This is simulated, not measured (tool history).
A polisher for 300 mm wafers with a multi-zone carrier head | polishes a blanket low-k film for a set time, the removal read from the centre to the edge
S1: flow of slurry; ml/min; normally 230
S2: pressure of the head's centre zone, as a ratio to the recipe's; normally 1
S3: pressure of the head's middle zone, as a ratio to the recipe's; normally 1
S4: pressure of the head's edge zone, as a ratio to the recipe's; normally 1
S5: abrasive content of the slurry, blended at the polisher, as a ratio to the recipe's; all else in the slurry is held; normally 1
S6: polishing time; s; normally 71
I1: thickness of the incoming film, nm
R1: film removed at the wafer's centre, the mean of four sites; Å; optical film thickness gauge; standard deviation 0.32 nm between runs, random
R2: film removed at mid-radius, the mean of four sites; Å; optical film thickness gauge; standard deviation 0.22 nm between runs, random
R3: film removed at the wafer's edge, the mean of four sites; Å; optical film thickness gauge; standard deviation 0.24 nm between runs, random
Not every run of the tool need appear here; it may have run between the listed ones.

run,hour,S1,S2,S3,S4,S5,S6,I1,R1,R2,R3
1,0,230,1,1,1,1,79,369.7,260,240,235
2,24.2,230,1,1,1,1,79,363,247,235,237
3,39.1,230,1,1,1,1,71,375.8,226,211,207
4,67.3,230,1.06,1,1,1,71,371.1,232,202,203
# hour 78: centre zone pressure recalibrated
5,90.6,230,1.06,1,1,1,71,366.6,206,202,200
6,107.5,230,1,1,1,1,71,376,193,191,197
7,128.7,230,1,1,1,1,71,373.5,186,191,190
# hour 151.6: worn pad replaced by a new one
8,152.1,290,1,1,1,1,71,377.6,218,217,214
# hour 191: edge zone pressure recalibrated
9,196,230,1,1,1.06,1,71,368,212,205,216
# hour 202.6: slurry nozzle cleaned
10,222.5,230,0.88,1,1,1,61,366.9,157,176,173
11,318.2,230,1.05,0.92,1,1,80,376.1,219,197,208
# hour 329.8: carrier head's membrane replaced by a new one
# hour 333.9: worn pad replaced by a new one
12,343.7,230,0.89,1,1,1,71,366.6,189,210,214
13,375.3,230,1.04,1,1,0.75,71,372.7,183,170,167
14,390,230,1.07,1,1,1,71,374.6,225,200,203
15,410.2,200,1,1.08,1.06,1,82,368.9,237,240,229
16,430.5,290,1,1.08,0.89,1.1,71,376.1,223,226,198
17,462.9,230,1,1,1,1,71,375,194,189,188
18,478.5,230,1,1.12,1,1,92,373.2,252,265,243
# hour 484.3: worn pad replaced by a new one
19,491.6,230,0.88,1,1,1,61,364.4,168,185,185
20,511.7,230,1,1,1,1,71,365.7,225,213,211
21,537,285,1,1,1.08,1,52,372.2,161,151,157

Here are 5 independent what-if runs from the current tool condition. What would each one return?
A,537.4,230,1,1,0.91,1,71,375.2,?,?,?
B,537.4,230,1,1,1,1.25,54,375.2,?,?,?
C,537.4,155,1.08,1,1,0.75,71,375.2,?,?,?
D,537.4,260,1.09,1,1,1,71,375.2,?,?,?
E,537.4,230,1,1.06,0.97,1,71,375.2,?,?,?

run,R1,R2,R3
A,219,203,200
B,186,173,177
C,190,164,170
D,241,205,210
E,219,214,205
Stripped of hidden state, with their random variation kept, the same runs would have yielded:
run,R1,R2,R3
A,217,215,212
B,184,183,187
C,189,174,179
D,239,217,221
E,217,226,217

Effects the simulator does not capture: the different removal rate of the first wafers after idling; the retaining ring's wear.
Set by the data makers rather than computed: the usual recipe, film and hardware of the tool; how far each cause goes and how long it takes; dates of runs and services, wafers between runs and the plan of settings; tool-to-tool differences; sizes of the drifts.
